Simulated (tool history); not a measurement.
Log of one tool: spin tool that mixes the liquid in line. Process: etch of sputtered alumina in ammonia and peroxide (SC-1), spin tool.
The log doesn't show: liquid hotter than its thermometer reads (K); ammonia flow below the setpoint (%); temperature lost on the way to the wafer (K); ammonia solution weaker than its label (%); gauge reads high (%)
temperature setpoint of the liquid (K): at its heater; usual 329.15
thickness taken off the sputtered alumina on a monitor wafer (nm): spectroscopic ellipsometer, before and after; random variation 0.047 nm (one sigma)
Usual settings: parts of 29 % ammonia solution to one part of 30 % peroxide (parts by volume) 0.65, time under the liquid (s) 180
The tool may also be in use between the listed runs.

run,day,temperature setpoint of the liquid (K),parts of 29 % ammonia solution to one part of 30 % peroxide (parts by volume),time under the liquid (s),wafers since the last listed run,hours since the thermometer was replaced,hours since the ammonia flow meter was replaced,hours since the heated supply line was repaired,hours since the drum of ammonia solution was connected,hours since the gauge calibration,"read-back film thickness of the sputtered alumina reference wafer, read on the same gauge (nm)",thickness taken off the sputtered alumina on a monitor wafer (nm)
1,0.000,329.15,0.65,155,0,1412.4,891.0,1821.6,323.7,261.4,99.31,12.64
2,1.742,329.15,0.65,180,358,1454.2,932.8,1863.4,365.5,303.2,99.14,14.68
# day 2.396: new drum of ammonia solution connected
3,5.771,329.15,0.65,180,821,1550.9,1029.5,1960.1,81.0,399.9,98.76,14.63
4,8.258,329.15,0.65,180,512,1610.6,1089.2,2019.8,140.7,459.6,98.52,14.56
5,11.917,329.15,0.65,180,753,1698.4,1177.0,2107.6,228.5,547.4,98.15,14.54
6,14.258,336.15,0.65,180,482,1754.6,1233.2,2163.8,284.7,603.6,97.95,20.88
# day 14.775: thermometer replaced
# day 15.129: heated supply line repaired
7,15.875,336.15,0.65,180,315,26.4,1272.0,17.9,323.5,642.4,97.76,20.79
# day 16.383: gauge calibrated
# day 18.200: new drum of ammonia solution connected
8,18.975,336.15,0.65,180,630,100.8,1346.4,92.3,18.6,62.2,99.40,21.10
# day 20.804: ammonia flow meter replaced
9,22.288,329.15,0.65,180,673,180.3,35.6,171.8,98.1,141.7,99.09,14.75
10,26.504,322.65,0.40,90,868,281.5,136.8,273.0,199.3,242.9,98.70,4.91
11,28.062,329.15,0.65,180,321,318.9,174.2,310.4,236.7,280.3,98.50,14.66
12,29.750,324.65,0.40,110,347,359.4,214.7,350.9,277.2,320.8,98.38,6.68
13,31.900,332.65,0.50,130,443,411.0,266.3,402.5,328.8,372.4,98.18,12.33
# day 35.042: new drum of ammonia solution connected
14,35.571,320.65,0.65,220,747,499.1,354.4,490.6,12.7,460.5,97.77,11.22
15,37.912,334.15,0.80,240,482,555.3,410.6,546.8,68.9,516.7,97.62,25.54
16,39.492,324.65,0.65,125,325,593.2,448.5,584.7,106.8,554.6,97.42,7.91

What the log doesn't show, run by run:
liquid hotter than its thermometer reads (K): 0 in every run
ammonia flow below the setpoint (%): 0 in every run
temperature lost on the way to the wafer (K): 0 in every run
ammonia solution weaker than its label (%): 0 in every run
H1: gauge reads high (%)
run,H1
1,-0.685
2,-0.852
3,-1.24
4,-1.48
5,-1.83
6,-2.05
7,-2.21
8,-0.595
9,-0.913
10,-1.32
11,-1.47
12,-1.63
13,-1.84
14,-2.19
15,-2.41
16,-2.56
